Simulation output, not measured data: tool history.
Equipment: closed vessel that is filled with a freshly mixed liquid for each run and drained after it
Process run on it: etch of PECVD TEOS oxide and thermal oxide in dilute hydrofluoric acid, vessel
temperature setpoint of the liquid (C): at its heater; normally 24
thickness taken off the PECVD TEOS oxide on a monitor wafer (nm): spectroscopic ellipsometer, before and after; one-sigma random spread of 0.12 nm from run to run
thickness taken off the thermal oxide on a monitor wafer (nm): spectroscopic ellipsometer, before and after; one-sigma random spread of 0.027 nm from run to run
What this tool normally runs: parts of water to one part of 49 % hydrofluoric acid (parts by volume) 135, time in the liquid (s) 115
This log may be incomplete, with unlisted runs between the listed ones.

| run | hour | temperature setpoint of the liquid (C) | parts of water to one part of 49 % hydrofluoric acid (parts by volume) | time in the liquid (s) | read-back film thickness of the PECVD TEOS oxide reference wafer, read on the same gauge (nm) | read-back film thickness of the thermal oxide reference wafer, read on the same gauge (nm) | thickness taken off the PECVD TEOS oxide on a monitor wafer (nm) | thickness taken off the thermal oxide on a monitor wafer (nm) |
|---|---|---|---|---|---|---|---|---|
| 1 | 0 | 24 | 135 | 115 | 39.97 | 120.008 | 12.72 | 3.836 |
| 2 | 25.2 | 24 | 175 | 115 | 39.97 | 120.036 | 9.43 | 2.844 |
| 3 | 43.9 | 24 | 175 | 115 | 40.05 | 119.989 | 9.38 | 2.852 |
| 4 | 67.9 | 24 | 175 | 115 | 40.02 | 119.995 | 9.51 | 2.851 |
| 5 | 93.3 | 26.5 | 135 | 115 | 39.98 | 120.014 | 14.23 | 4.23 |
| 6 | 119 | 26.5 | 135 | 115 | 40 | 119.943 | 14.19 | 4.244 |
| 7 | 150.9 | 26.5 | 135 | 115 | 39.99 | 120.024 | 14.1 | 4.26 |
| 8 | 176.3 | 24 | 135 | 115 | 39.97 | 119.951 | 12.78 | 3.864 |
| 9 | 200.3 | 23 | 135 | 115 | 39.98 | 119.986 | 12.39 | 3.671 |
| 10 | 214.8 | 23 | 135 | 115 | 39.99 | 119.981 | 12.46 | 3.662 |
|  | 229.9 | hydrofluoric acid flow meter replaced |
|  | 237.3 | thermometer replaced |
| 11 | 241.5 | 24 | 135 | 115 | 40.03 | 119.991 | 12.68 | 3.827 |
| 12 | 255.8 | 24 | 135 | 115 | 39.96 | 119.999 | 12.69 | 3.862 |
| 13 | 289.3 | 24 | 135 | 115 | 40.01 | 120.022 | 12.76 | 3.862 |
| 14 | 323.6 | 29 | 185 | 175 | 40.01 | 120.023 | 15.97 | 4.846 |
| 15 | 344.7 | 21 | 165 | 155 | 40 | 120.014 | 12.23 | 3.698 |
| 16 | 372 | 29 | 200 | 95 | 40.01 | 119.993 | 7.88 | 2.384 |
| 17 | 388.7 | 24 | 80 | 50 | 40.03 | 119.991 | 10.09 | 3.036 |
| 18 | 402.4 | 22 | 135 | 150 | 39.98 | 120.003 | 15.45 | 4.628 |
|  | 422.2 | gauge calibrated |
| 19 | 433.3 | 28.5 | 85 | 185 | 39.98 | 119.982 | 41.02 | 12.442 |
| 20 | 450 | 24 | 70 | 140 | 40.01 | 119.998 | 32.67 | 9.797 |
| 21 | 471.6 | 24 | 135 | 115 | 40 | 120.008 | 12.86 | 3.863 |
| 22 | 495.4 | 24 | 135 | 80 | 40.01 | 119.944 | 8.91 | 2.693 |
| 23 | 519.1 | 24 | 135 | 45 | 39.95 | 120.017 | 5.02 | 1.509 |
| 24 | 548.7 | 26.5 | 70 | 115 | 40.02 | 119.986 | 29.4 | 8.924 |

Branching from run 24: 4 alternative next runs. What would each branch give?
| A | 549.4 | 24 | 160 | 115 | ? | ? | ? | ? |
| B | 549.4 | 22 | 110 | 50 | ? | ? | ? | ? |
| C | 549.4 | 26 | 200 | 115 | ? | ? | ? | ? |
| D | 549.4 | 24 | 200 | 180 | ? | ? | ? | ? |

| run | read-back film thickness of the PECVD TEOS oxide reference wafer, read on the same gauge (nm) | read-back film thickness of the thermal oxide reference wafer, read on the same gauge (nm) | thickness taken off the PECVD TEOS oxide on a monitor wafer (nm) | thickness taken off the thermal oxide on a monitor wafer (nm) |
|---|---|---|---|---|
| A | 39.98 | 120.009 | 10.57 | 3.144 |
| B | 39.98 | 120.009 | 6.54 | 1.947 |
| C | 39.98 | 120.009 | 8.7 | 2.589 |
| D | 39.98 | 120.009 | 12.66 | 3.767 |
Take away the tool's hidden state, keep each run's random variation, and the runs would have read:
| run | thickness taken off the PECVD TEOS oxide on a monitor wafer (nm) | thickness taken off the thermal oxide on a monitor wafer (nm) |
|---|---|---|
| A | 10.57 | 3.144 |
| B | 6.54 | 1.947 |
| C | 8.7 | 2.589 |
| D | 12.66 | 3.767 |
